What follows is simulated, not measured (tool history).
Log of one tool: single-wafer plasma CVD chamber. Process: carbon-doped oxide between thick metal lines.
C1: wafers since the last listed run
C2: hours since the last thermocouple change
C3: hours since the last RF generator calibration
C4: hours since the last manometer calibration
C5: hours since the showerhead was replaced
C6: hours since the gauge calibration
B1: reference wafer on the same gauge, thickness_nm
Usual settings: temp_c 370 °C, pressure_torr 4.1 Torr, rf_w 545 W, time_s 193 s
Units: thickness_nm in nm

run 1 hour=0 | temp_c=370 pressure_torr=4.1 rf_w=545 time_s=193 | C1=0 C2=1505.5 C3=1705 C4=489.5 C5=4464.7 C6=177.3 | B1=968.348 | thickness_nm=935.346
run 2 hour=25.4 | temp_c=370 pressure_torr=4.1 rf_w=545 time_s=193 | C1=264 C2=1530.9 C3=1730.4 C4=514.9 C5=4490.1 C6=202.7 | B1=967.755 | thickness_nm=939.786
run 3 hour=55.5 | temp_c=370 pressure_torr=4.1 rf_w=545 time_s=193 | C1=312 C2=1561 C3=1760.5 C4=545 C5=4520.2 C6=232.8 | B1=968.283 | thickness_nm=936.662
run 4 hour=71.9 | temp_c=370 pressure_torr=4.1 rf_w=545 time_s=193 | C1=170 C2=1577.4 C3=1776.9 C4=561.4 C5=4536.6 C6=249.2 | B1=968.477 | thickness_nm=938.623
run 5 hour=97.4 | temp_c=370 pressure_torr=4.1 rf_w=545 time_s=193 | C1=265 C2=1602.9 C3=1802.4 C4=586.9 C5=4562.1 C6=274.7 | B1=968.34 | thickness_nm=941.165
run 6 hour=119.6 | temp_c=370 pressure_torr=4.1 rf_w=545 time_s=193 | C1=230 C2=1625.1 C3=1824.6 C4=609.1 C5=4584.3 C6=296.9 | B1=968.795 | thickness_nm=937.292
run 7 hour=152.7 | temp_c=370 pressure_torr=4.1 rf_w=545 time_s=193 | C1=344 C2=1658.2 C3=1857.7 C4=642.2 C5=4617.4 C6=330 | B1=967.172 | thickness_nm=937.943
run 8 hour=196.4 | temp_c=370 pressure_torr=4.1 rf_w=545 time_s=193 | C1=454 C2=1701.9 C3=1901.4 C4=685.9 C5=4661.1 C6=373.7 | B1=968.294 | thickness_nm=933.858
-- hour=217.5 thermocouple changed; heater temperature recalibrated
run 9 hour=218 | temp_c=370 pressure_torr=4.1 rf_w=545 time_s=193 | C1=141 C2=0.5 C3=1923 C4=707.5 C5=4682.7 C6=395.3 | B1=968.572 | thickness_nm=938.102
-- hour=218.8 gauge calibrated
run 10 hour=241 | temp_c=362 pressure_torr=4.1 rf_w=545 time_s=193 | C1=239 C2=23.5 C3=1946 C4=730.5 C5=4705.7 C6=22.2 | B1=967.674 | thickness_nm=953.895
run 11 hour=276.8 | temp_c=362 pressure_torr=4.1 rf_w=545 time_s=193 | C1=372 C2=59.3 C3=1981.8 C4=766.3 C5=4741.5 C6=58 | B1=968.57 | thickness_nm=952.058
-- hour=296.1 RF generator calibrated
run 12 hour=365.6 | temp_c=361 pressure_torr=4.1 rf_w=545 time_s=193 | C1=839 C2=148.1 C3=69.5 C4=855.1 C5=4830.3 C6=146.8 | B1=968.759 | thickness_nm=953.879
-- hour=394.9 capacitance manometer re-zeroed and calibrated
run 13 hour=395.4 | temp_c=370 pressure_torr=3.15 rf_w=605 time_s=193 | C1=226 C2=177.9 C3=99.3 C4=0.5 C5=4860.1 C6=176.6 | B1=967.855 | thickness_nm=995.232
run 14 hour=407.3 | temp_c=377 pressure_torr=3.73 rf_w=590 time_s=207 | C1=123 C2=189.8 C3=111.2 C4=12.4 C5=4872 C6=188.5 | B1=967.839 | thickness_nm=1056.117
run 15 hour=436.7 | temp_c=370 pressure_torr=4.1 rf_w=545 time_s=193 | C1=305 C2=219.2 C3=140.6 C4=41.8 C5=4901.4 C6=217.9 | B1=968.559 | thickness_nm=939.331
run 16 hour=524.7 | temp_c=362 pressure_torr=4.1 rf_w=545 time_s=193 | C1=914 C2=307.2 C3=228.6 C4=129.8 C5=4989.4 C6=305.9 | B1=968.033 | thickness_nm=952.734
-- hour=553.1 showerhead replaced
run 17 hour=556.3 | temp_c=360 pressure_torr=4.62 rf_w=625 time_s=164 | C1=245 C2=338.8 C3=260.2 C4=161.4 C5=3.2 C6=337.5 | B1=967.404 | thickness_nm=935.322
run 18 hour=588.1 | temp_c=370 pressure_torr=4.1 rf_w=445 time_s=193 | C1=330 C2=370.6 C3=292 C4=193.2 C5=35 C6=369.3 | B1=968.114 | thickness_nm=742.503
run 19 hour=613.2 | temp_c=370 pressure_torr=4.1 rf_w=640 time_s=193 | C1=260 C2=395.7 C3=317.1 C4=218.3 C5=60.1 C6=394.4 | B1=967.706 | thickness_nm=1086.081
run 20 hour=641.6 | temp_c=370 pressure_torr=4.1 rf_w=545 time_s=193 | C1=295 C2=424.1 C3=345.5 C4=246.7 C5=88.5 C6=422.8 | B1=968.706 | thickness_nm=939.297
run 21 hour=654.6 | temp_c=359 pressure_torr=4.99 rf_w=545 time_s=193 | C1=135 C2=437.1 C3=358.5 C4=259.7 C5=101.5 C6=435.8 | B1=968.029 | thickness_nm=988.404
run 22 hour=680.1 | temp_c=355 pressure_torr=4.37 rf_w=585 time_s=170 | C1=265 C2=462.6 C3=384 C4=285.2 C5=127 C6=461.3 | B1=968.19 | thickness_nm=921.756
-- hour=693.6 gauge calibrated
run 23 hour=698.7 | temp_c=377 pressure_torr=4.1 rf_w=485 time_s=193 | C1=193 C2=481.2 C3=402.6 C4=303.8 C5=145.6 C6=5.1 | B1=968.698 | thickness_nm=820.187

5 ways to go on from here, each from the tool as it stands after run 23. What would each give?
run A hour=699.2 | temp_c=370 pressure_torr=4.1 rf_w=545 time_s=193 | C1=5 C2=481.7 C3=403.1 C4=304.3 C5=146.1 C6=5.6 | B1=? | thickness_nm=?
run B hour=699.2 | temp_c=370 pressure_torr=3.77 rf_w=545 time_s=193 | C1=5 C2=481.7 C3=403.1 C4=304.3 C5=146.1 C6=5.6 | B1=? | thickness_nm=?
run C hour=699.2 | temp_c=380 pressure_torr=4.1 rf_w=545 time_s=193 | C1=5 C2=481.7 C3=403.1 C4=304.3 C5=146.1 C6=5.6 | B1=? | thickness_nm=?
run D hour=699.2 | temp_c=370 pressure_torr=4.1 rf_w=620 time_s=193 | C1=5 C2=481.7 C3=403.1 C4=304.3 C5=146.1 C6=5.6 | B1=? | thickness_nm=?
run E hour=699.2 | temp_c=381 pressure_torr=4.1 rf_w=545 time_s=193 | C1=5 C2=481.7 C3=403.1 C4=304.3 C5=146.1 C6=5.6 | B1=? | thickness_nm=?

run=A B1=968.697 thickness_nm=934.117
run=B B1=968.697 thickness_nm=922.91
run=C B1=968.697 thickness_nm=917.906
run=D B1=968.697 thickness_nm=1051.131
run=E B1=968.697 thickness_nm=916.325
Without the tool's hidden state the same runs would have given:
run=A thickness_nm=934.117
run=B thickness_nm=922.91
run=C thickness_nm=917.906
run=D thickness_nm=1051.131
run=E thickness_nm=916.325

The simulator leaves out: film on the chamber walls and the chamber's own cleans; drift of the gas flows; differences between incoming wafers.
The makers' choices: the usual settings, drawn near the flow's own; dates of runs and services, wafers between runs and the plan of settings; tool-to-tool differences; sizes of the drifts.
